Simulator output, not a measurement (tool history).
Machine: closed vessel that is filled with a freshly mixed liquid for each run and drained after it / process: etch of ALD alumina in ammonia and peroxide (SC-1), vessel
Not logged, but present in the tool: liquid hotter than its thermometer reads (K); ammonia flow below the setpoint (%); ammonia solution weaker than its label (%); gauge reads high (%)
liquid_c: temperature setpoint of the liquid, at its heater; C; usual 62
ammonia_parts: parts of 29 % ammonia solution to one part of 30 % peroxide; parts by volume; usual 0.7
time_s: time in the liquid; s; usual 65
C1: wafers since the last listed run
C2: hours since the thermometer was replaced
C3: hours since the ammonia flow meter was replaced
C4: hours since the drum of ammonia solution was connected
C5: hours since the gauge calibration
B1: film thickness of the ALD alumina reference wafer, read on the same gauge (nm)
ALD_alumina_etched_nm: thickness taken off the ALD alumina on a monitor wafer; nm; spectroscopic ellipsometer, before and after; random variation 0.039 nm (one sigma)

Run 1, day 0: usual settings; C1 0; C2 1327.7; C3 1369.7; C4 97.5; C5 1202.9; B1 120. Result: ALD_alumina_etched_nm 9.9 nm.
Run 2, day 4.367: usual settings; C1 11803; C2 1432.5; C3 1474.5; C4 202.3; C5 1307.7; B1 119.97. Result: ALD_alumina_etched_nm 9.88 nm.
Run 3, day 7.346: usual settings; C1 8052; C2 1504; C3 1546; C4 273.8; C5 1379.2; B1 120. Result: ALD_alumina_etched_nm 9.8 nm.
Run 4, day 9.304: usual settings; C1 5293; C2 1551; C3 1593; C4 320.8; C5 1426.2; B1 120.02. Result: ALD_alumina_etched_nm 9.87 nm.
Run 5, day 12.871: usual settings; C1 9641; C2 1636.6; C3 1678.6; C4 406.4; C5 1511.8; B1 120.02. Result: ALD_alumina_etched_nm 9.87 nm.
Run 6, day 15.842: usual settings but liquid_c 58 C; C1 8030; C2 1707.9; C3 1749.9; C4 477.7; C5 1583.1; B1 120.01. Result: ALD_alumina_etched_nm 8.04 nm.
Run 7, day 18.867: usual settings; C1 8176; C2 1780.5; C3 1822.5; C4 550.3; C5 1655.7; B1 120.03. Result: ALD_alumina_etched_nm 9.87 nm.
Run 8, day 20.638: usual settings; C1 4786; C2 1823; C3 1865; C4 592.8; C5 1698.2; B1 120. Result: ALD_alumina_etched_nm 9.86 nm.
Run 9, day 24.638: usual settings; C1 10812; C2 1919; C3 1961; C4 688.8; C5 1794.2; B1 119.99. Result: ALD_alumina_etched_nm 9.83 nm.
Run 10, day 27.225: usual settings but liquid_c 68 C, time_s 40 s; C1 6994; C2 1981.1; C3 2023.1; C4 750.9; C5 1856.3; B1 120. Result: ALD_alumina_etched_nm 8.2 nm.
Run 11, day 30.754: usual settings but liquid_c 57.5 C; C1 9539; C2 2065.8; C3 2107.8; C4 835.6; C5 1941; B1 120. Result: ALD_alumina_etched_nm 7.89 nm.
Run 12, day 34.467: usual settings but liquid_c 57.5 C; C1 10035; C2 2154.9; C3 2196.9; C4 924.7; C5 2030.1; B1 119.97. Result: ALD_alumina_etched_nm 7.92 nm.
At day 36.592: new drum of ammonia solution connected.
Run 13, day 37.179: usual settings but liquid_c 56 C; C1 7219; C2 2220; C3 2262; C4 14.1; C5 2095.2; B1 119.98. Result: ALD_alumina_etched_nm 7.34 nm.

What will run 14 give?
Run 14, day 41.167: usual settings but liquid_c 58 C, ammonia_parts 0.85 parts by volume, time_s 30 s; C1 10778; C2 2315.7; C3 2357.7; C4 109.8; C5 2190.9; B1 ?. Result: ALD_alumina_etched_nm ?.

{"run 14": {"B1": 119.99, "ALD_alumina_etched_nm": 3.82}}
If the tool had no hidden condition, the same run with the same run-to-run variation would have returned ALD_alumina_etched_nm 3.71 nm.
